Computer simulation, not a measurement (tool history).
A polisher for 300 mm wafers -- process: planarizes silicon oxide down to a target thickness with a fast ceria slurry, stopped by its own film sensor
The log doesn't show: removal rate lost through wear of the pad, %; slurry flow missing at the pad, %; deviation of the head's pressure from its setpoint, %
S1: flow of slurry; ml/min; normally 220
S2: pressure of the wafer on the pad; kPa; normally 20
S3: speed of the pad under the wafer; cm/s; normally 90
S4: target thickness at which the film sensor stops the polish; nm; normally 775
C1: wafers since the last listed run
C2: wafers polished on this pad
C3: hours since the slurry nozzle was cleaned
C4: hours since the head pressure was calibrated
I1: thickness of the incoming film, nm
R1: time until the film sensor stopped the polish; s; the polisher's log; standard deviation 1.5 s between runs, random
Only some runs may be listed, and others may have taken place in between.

| run | hour | S1 | S2 | S3 | S4 | C1 | C2 | C3 | C4 | I1 | R1 |
|---|---|---|---|---|---|---|---|---|---|---|---|
| 1 | 0 | 220 | 20 | 90 | 775 | 0 | 843 | 125.2 | 781.3 | 1884.8 | 94.6 |
| 2 | 13.9 | 220 | 20 | 90 | 775 | 107 | 950 | 139.1 | 795.2 | 1887.6 | 91.9 |
| 3 | 29.5 | 220 | 20 | 90 | 775 | 120 | 1071 | 154.7 | 810.8 | 1889 | 96.8 |
| 4 | 45.2 | 220 | 17.2 | 90 | 775 | 120 | 1192 | 170.4 | 826.5 | 1898.4 | 108.4 |
| 5 | 59.4 | 220 | 17.2 | 90 | 775 | 109 | 1301 | 184.6 | 840.7 | 1907 | 110.2 |
| 6 | 90.1 | 220 | 20 | 90 | 775 | 236 | 1538 | 215.3 | 871.4 | 1902.3 | 93.8 |
|  | 100.6 | worn pad replaced by a new one, of another model than before |
| 7 | 115.1 | 220 | 20 | 90 | 775 | 161 | 112 | 240.3 | 896.4 | 1862.6 | 79.6 |
|  | 126.5 | slurry nozzle cleaned |
| 8 | 138 | 220 | 20 | 90 | 775 | 168 | 280 | 11.5 | 919.3 | 1873.3 | 84 |
| 9 | 165.8 | 220 | 20 | 90 | 775 | 214 | 494 | 39.3 | 947.1 | 1917.3 | 89.3 |
| 10 | 200.5 | 220 | 17.2 | 90 | 516 | 267 | 762 | 74 | 981.8 | 1859.3 | 117 |
| 11 | 218.1 | 220 | 20 | 112 | 775 | 135 | 897 | 91.6 | 999.4 | 1891.8 | 79.5 |
|  | 231.6 | head pressure recalibrated |
| 12 | 240.6 | 220 | 25.5 | 90 | 775 | 157 | 1055 | 114.1 | 9 | 1887 | 76.3 |
| 13 | 275.2 | 220 | 15.9 | 90 | 427 | 266 | 1322 | 148.7 | 43.6 | 1876.8 | 132.9 |
| 14 | 291 | 220 | 20 | 90 | 775 | 121 | 1444 | 164.5 | 59.4 | 1895.6 | 92.1 |
|  | 308.6 | worn pad replaced by a new one |
| 15 | 318.2 | 220 | 24.1 | 90 | 775 | 178 | 73 | 191.7 | 86.6 | 1862.4 | 72.7 |

Run 16 has not been measured yet. What should we expect?
|  | 335.5 | slurry nozzle cleaned |
| 16 | 342.3 | 220 | 17.2 | 90 | 516 | 178 | 251 | 6.8 | 110.7 | 1891.6 | ? |

Run 16 produced R1 115.2 s.
Without the tool's hidden state the same run would have given R1 107.4 s.

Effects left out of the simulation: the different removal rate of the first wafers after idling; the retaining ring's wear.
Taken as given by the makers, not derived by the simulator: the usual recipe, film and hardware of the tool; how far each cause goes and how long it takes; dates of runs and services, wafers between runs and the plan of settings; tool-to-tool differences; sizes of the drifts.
